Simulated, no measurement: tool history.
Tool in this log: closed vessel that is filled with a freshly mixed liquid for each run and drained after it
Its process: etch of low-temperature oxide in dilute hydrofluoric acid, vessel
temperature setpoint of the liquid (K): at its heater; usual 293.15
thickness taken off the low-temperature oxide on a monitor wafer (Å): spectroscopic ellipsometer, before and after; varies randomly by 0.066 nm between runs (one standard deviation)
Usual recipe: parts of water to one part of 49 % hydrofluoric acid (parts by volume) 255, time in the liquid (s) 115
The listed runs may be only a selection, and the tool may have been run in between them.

| run | hour | temperature setpoint of the liquid (K) | parts of water to one part of 49 % hydrofluoric acid (parts by volume) | time in the liquid (s) | wafers since the last listed run | hours since the thermometer was replaced | hours since the hydrofluoric acid flow meter was replaced | hours since the gauge calibration | read-back film thickness of the low-temperature oxide reference wafer, read on the same gauge (nm) | thickness taken off the low-temperature oxide on a monitor wafer (Å) |
|---|---|---|---|---|---|---|---|---|---|---|
| 1 | 0.0 | 293.15 | 255 | 115 | 0 | 921.1 | 946.0 | 74.0 | 49.96 | 78.4 |
| 2 | 6.8 | 293.15 | 255 | 115 | 474 | 927.9 | 952.8 | 80.8 | 50.01 | 77.0 |
| 3 | 19.1 | 293.15 | 255 | 115 | 857 | 940.2 | 965.1 | 93.1 | 50.02 | 77.4 |
| 4 | 29.8 | 293.15 | 255 | 115 | 746 | 950.9 | 975.8 | 103.8 | 50.04 | 77.8 |
| 5 | 44.1 | 293.15 | 255 | 115 | 997 | 965.2 | 990.1 | 118.1 | 49.98 | 77.7 |
| 6 | 54.3 | 293.15 | 255 | 75 | 711 | 975.4 | 1000.3 | 128.3 | 49.98 | 52.1 |
| 7 | 66.6 | 293.15 | 255 | 155 | 857 | 987.7 | 1012.6 | 140.6 | 50.05 | 105.9 |
| 8 | 82.1 | 293.15 | 255 | 155 | 1081 | 1003.2 | 1028.1 | 156.1 | 49.94 | 105.3 |
| 9 | 91.3 | 291.65 | 255 | 115 | 641 | 1012.4 | 1037.3 | 165.3 | 49.99 | 75.4 |
| 10 | 100.5 | 293.15 | 255 | 115 | 641 | 1021.6 | 1046.5 | 174.5 | 50.02 | 78.0 |
| 11 | 107.2 | 292.15 | 220 | 115 | 467 | 1028.3 | 1053.2 | 181.2 | 49.99 | 91.4 |
| 12 | 122.5 | 292.15 | 220 | 115 | 1067 | 1043.6 | 1068.5 | 196.5 | 49.97 | 91.1 |
| 13 | 134.4 | 293.15 | 255 | 115 | 830 | 1055.5 | 1080.4 | 208.4 | 50.03 | 79.1 |
| 14 | 142.8 | 293.15 | 255 | 115 | 585 | 1063.9 | 1088.8 | 216.8 | 49.97 | 78.6 |
| 15 | 149.3 | 293.15 | 255 | 115 | 453 | 1070.4 | 1095.3 | 223.3 | 49.99 | 78.8 |
| 16 | 159.3 | 293.15 | 255 | 135 | 697 | 1080.4 | 1105.3 | 233.3 | 49.94 | 94.0 |
|  | 164.7 | gauge calibrated |
| 17 | 173.4 | 296.15 | 290 | 95 | 983 | 1094.5 | 1119.4 | 8.7 | 50.00 | 61.2 |
| 18 | 197.8 | 297.65 | 310 | 55 | 1702 | 1118.9 | 1143.8 | 33.1 | 50.00 | 34.5 |

Run 19 has not been measured yet. What should we expect?
| 19 | 215.3 | 293.15 | 255 | 140 | 1220 | 1136.4 | 1161.3 | 50.6 | ? | ? |

read-back film thickness of the low-temperature oxide reference wafer, read on the same gauge (nm): 49.97
thickness taken off the low-temperature oxide on a monitor wafer (Å): 95.5
With the hidden condition absent and the run-to-run variation left alone, this run would have shown thickness taken off the low-temperature oxide on a monitor wafer (Å) 87.1.
